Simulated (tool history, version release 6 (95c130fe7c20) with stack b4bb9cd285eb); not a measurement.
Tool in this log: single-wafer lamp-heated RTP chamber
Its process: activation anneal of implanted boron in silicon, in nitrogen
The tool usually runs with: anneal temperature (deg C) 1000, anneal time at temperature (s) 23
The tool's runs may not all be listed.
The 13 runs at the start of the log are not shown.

run   hour  anneal temperature (deg C)  anneal time at temperature (s)  wafers since the last listed run  wafers since the last pyrometer calibration  wafers since the reflector plate was cleaned  hours since the gauge calibration  read-back reference wafer on the same gauge, sheet resistance  sheet resistance of the implanted and annealed layer (ohm/square)
 14  308.2                        1021                              23                               724                                         4777                                          2880                               52.1                                                         282.94                                                             273.65
 15  339.8                        1000                              18                               673                                         5450                                          3553                               83.7                                                         283.14                                                             278.84
 16  364.0                         985                              28                               515                                         5966                                          4068                              107.9                                                         282.70                                                             284.30
 17  393.6                        1028                              16                               630                                         6596                                          4699                              137.5                                                         283.08                                                             274.54
     413.3  -- reflector plate cleaned
 18  416.9                        1011                              29                               325                                         6922                                            75                              160.8                                                         282.87                                                             275.79
 19  436.1                        1000                              28                               408                                         7331                                           484                              180.0                                                         282.96                                                             277.95
 20  464.0                        1028                              33                               594                                         7925                                          1079                              207.9                                                         282.89                                                             272.61
     494.9  -- pyrometer window cleaned and pyrometer calibrated
 21  562.3                        1013                              35                              1923                                         1435                                          3002                              306.2                                                         283.01                                                             274.73
 22  582.9                        1017                              12                               438                                         1874                                          3440                              326.8                                                         282.94                                                             276.15
 23  607.0                        1000                              16                               513                                         2387                                          3954                              350.9                                                         282.86                                                             281.22
 24  624.4                        1000                              34                               370                                         2757                                          4324                              368.3                                                         282.98                                                             276.70
 25  647.5                        1014                              19                               491                                         3249                                          4816                              391.4                                                         282.84                                                             274.71
 26  667.0                        1020                              13                               415                                         3665                                          5232                              410.9                                                         283.32                                                             276.00
     708.5  -- reflector plate cleaned
 27  709.0                        1000                              16                               724                                         4389                                            10                              452.9                                                         283.02                                                             280.93
 28  716.1                         979                              23                               151                                         4540                                           161                              460.0                                                         282.86                                                             290.47
 29  732.0                        1019                              18                               338                                         4879                                           500                              475.9                                                         282.78                                                             275.66
 30  761.4                        1022                              15                               626                                         5505                                          1126                              505.3                                                         283.22                                                             274.39
 31  785.8                        1011                              29                               519                                         6024                                          1646                              529.7                                                         282.99                                                             276.00
 32  800.7                        1000                              16                               317                                         6342                                          1963                              544.6                                                         282.82                                                             279.63
 33  814.4                        1025                              36                               291                                         6634                                          2255                              558.3                                                         283.00                                                             271.89
     841.7  -- pyrometer window cleaned and pyrometer calibrated
 34  850.1                        1017                              23                               589                                          178                                          2845                              594.0                                                         282.93                                                             274.47
 35  881.4                        1000                              23                               666                                          845                                          3511                              625.3                                                         283.07                                                             277.99
 36  907.5                         987                              34                               555                                         1401                                          4067                              651.4                                                         283.00                                                             281.83
 37  942.0                        1000                              23                               734                                         2136                                          4802                              685.9                                                         283.30                                                             277.82

Alternative continuations, all from the tool just after run 37; predict every row:
  A  942.4                         981                              23                                 8                                         2144                                          4810                              686.3                                                              ?                                                                  ?
  B  942.4                        1027                              29                                 8                                         2144                                          4810                              686.3                                                              ?                                                                  ?
  C  942.4                         984                              36                                 8                                         2144                                          4810                              686.3                                                              ?                                                                  ?

run  read-back reference wafer on the same gauge, sheet resistance  sheet resistance of the implanted and annealed layer (ohm/square)
  A                                                         283.14                                                             286.38
  B                                                         283.14                                                             272.45
  C                                                         283.14                                                             282.03
With the hidden condition removed and each run's random variation left untouched, the same runs would have given:
run  sheet resistance of the implanted and annealed layer (ohm/square)
  A                                                             289.80
  B                                                             272.97
  C                                                             284.51

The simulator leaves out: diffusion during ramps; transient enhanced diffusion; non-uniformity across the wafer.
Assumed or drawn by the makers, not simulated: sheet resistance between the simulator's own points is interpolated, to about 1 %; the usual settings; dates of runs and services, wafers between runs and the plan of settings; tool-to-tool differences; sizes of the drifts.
